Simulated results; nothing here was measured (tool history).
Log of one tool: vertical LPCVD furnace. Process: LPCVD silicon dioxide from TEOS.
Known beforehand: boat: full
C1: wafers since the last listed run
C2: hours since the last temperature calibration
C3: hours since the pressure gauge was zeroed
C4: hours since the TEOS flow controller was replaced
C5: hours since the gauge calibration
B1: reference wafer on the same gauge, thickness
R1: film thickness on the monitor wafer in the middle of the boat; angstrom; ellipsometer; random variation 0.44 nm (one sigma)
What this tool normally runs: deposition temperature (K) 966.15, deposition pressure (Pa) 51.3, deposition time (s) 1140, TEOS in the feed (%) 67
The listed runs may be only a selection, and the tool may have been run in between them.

run 1 day=0 | deposition_temperature_(K)=966.15 deposition_pressure_(Pa)=51.3 deposition_time_(s)=1140 TEOS_in_the_feed_(%)=67 | C1=0 C2=1388.9 C3=2238.3 C4=5157.7 C5=69.2 | B1=129.04 | R1=1403
run 2 day=0.608 | deposition_temperature_(K)=966.15 deposition_pressure_(Pa)=51.3 deposition_time_(s)=1140 TEOS_in_the_feed_(%)=67 | C1=311 C2=1403.5 C3=2252.9 C4=5172.3 C5=83.8 | B1=129.01 | R1=1399.5
run 3 day=0.912 | deposition_temperature_(K)=966.15 deposition_pressure_(Pa)=51.3 deposition_time_(s)=1140 TEOS_in_the_feed_(%)=67 | C1=155 C2=1410.8 C3=2260.2 C4=5179.6 C5=91.1 | B1=129.08 | R1=1408
run 4 day=1.488 | deposition_temperature_(K)=966.15 deposition_pressure_(Pa)=51.3 deposition_time_(s)=1140 TEOS_in_the_feed_(%)=67 | C1=294 C2=1424.6 C3=2274 C4=5193.4 C5=104.9 | B1=128.99 | R1=1400.5
run 5 day=1.979 | deposition_temperature_(K)=966.15 deposition_pressure_(Pa)=51.3 deposition_time_(s)=1140 TEOS_in_the_feed_(%)=67 | C1=251 C2=1436.4 C3=2285.8 C4=5205.2 C5=116.7 | B1=129.01 | R1=1410.2
run 6 day=2.242 | deposition_temperature_(K)=966.15 deposition_pressure_(Pa)=51.3 deposition_time_(s)=1140 TEOS_in_the_feed_(%)=67 | C1=134 C2=1442.7 C3=2292.1 C4=5211.5 C5=123 | B1=129.01 | R1=1410.7
run 7 day=2.704 | deposition_temperature_(K)=966.15 deposition_pressure_(Pa)=51.3 deposition_time_(s)=1140 TEOS_in_the_feed_(%)=67 | C1=236 C2=1453.8 C3=2303.2 C4=5222.6 C5=134.1 | B1=128.99 | R1=1412
run 8 day=3.346 | deposition_temperature_(K)=960.15 deposition_pressure_(Pa)=51.3 deposition_time_(s)=1410 TEOS_in_the_feed_(%)=67 | C1=328 C2=1469.2 C3=2318.6 C4=5238 C5=149.5 | B1=128.93 | R1=1516.2
run 9 day=3.933 | deposition_temperature_(K)=966.15 deposition_pressure_(Pa)=51.3 deposition_time_(s)=1140 TEOS_in_the_feed_(%)=77 | C1=300 C2=1483.3 C3=2332.7 C4=5252.1 C5=163.6 | B1=128.98 | R1=1510.8
-- day=5.15 pressure gauge zeroed
run 10 day=5.171 | deposition_temperature_(K)=966.15 deposition_pressure_(Pa)=51.3 deposition_time_(s)=1140 TEOS_in_the_feed_(%)=77 | C1=121 C2=1513 C3=0.5 C4=5281.8 C5=193.3 | B1=129.17 | R1=1529.8
run 11 day=5.546 | deposition_temperature_(K)=966.15 deposition_pressure_(Pa)=51.3 deposition_time_(s)=1140 TEOS_in_the_feed_(%)=77 | C1=191 C2=1522 C3=9.5 C4=5290.8 C5=202.3 | B1=129 | R1=1517.6
-- day=6.808 TEOS flow controller replaced
-- day=7.033 thermocouples replaced and temperature profile calibrated
run 12 day=7.054 | deposition_temperature_(K)=973.15 deposition_pressure_(Pa)=39.3 deposition_time_(s)=1260 TEOS_in_the_feed_(%)=75 | C1=145 C2=0.5 C3=45.7 C4=5.9 C5=238.5 | B1=129.14 | R1=1536.9
run 13 day=7.221 | deposition_temperature_(K)=966.15 deposition_pressure_(Pa)=51.3 deposition_time_(s)=1140 TEOS_in_the_feed_(%)=67 | C1=85 C2=4.5 C3=49.7 C4=9.9 C5=242.5 | B1=129.08 | R1=1276.6
run 14 day=7.383 | deposition_temperature_(K)=966.15 deposition_pressure_(Pa)=44 deposition_time_(s)=1140 TEOS_in_the_feed_(%)=67 | C1=83 C2=8.4 C3=53.6 C4=13.8 C5=246.4 | B1=128.89 | R1=1185.2
run 15 day=7.55 | deposition_temperature_(K)=977.15 deposition_pressure_(Pa)=51.3 deposition_time_(s)=1140 TEOS_in_the_feed_(%)=67 | C1=85 C2=12.4 C3=57.6 C4=17.8 C5=250.4 | B1=129.11 | R1=1650.7
run 16 day=7.712 | deposition_temperature_(K)=977.15 deposition_pressure_(Pa)=42.7 deposition_time_(s)=1260 TEOS_in_the_feed_(%)=57 | C1=83 C2=16.3 C3=61.5 C4=21.7 C5=254.3 | B1=128.94 | R1=1540.1
run 17 day=8.146 | deposition_temperature_(K)=966.15 deposition_pressure_(Pa)=44.7 deposition_time_(s)=750 TEOS_in_the_feed_(%)=58 | C1=221 C2=26.7 C3=71.9 C4=32.1 C5=264.7 | B1=129.06 | R1=727.9

Run 18 comes next. What will it give?
-- day=8.212 gauge calibrated
run 18 day=8.696 | deposition_temperature_(K)=966.15 deposition_pressure_(Pa)=51.3 deposition_time_(s)=1140 TEOS_in_the_feed_(%)=67 | C1=281 C2=39.9 C3=85.1 C4=45.3 C5=11.6 | B1=? | R1=?

Run 18 produced B1 128.99, R1 1281.3 angstrom.
With the hidden condition absent and the run-to-run variation left alone, this run would have shown R1 1273.6 angstrom.
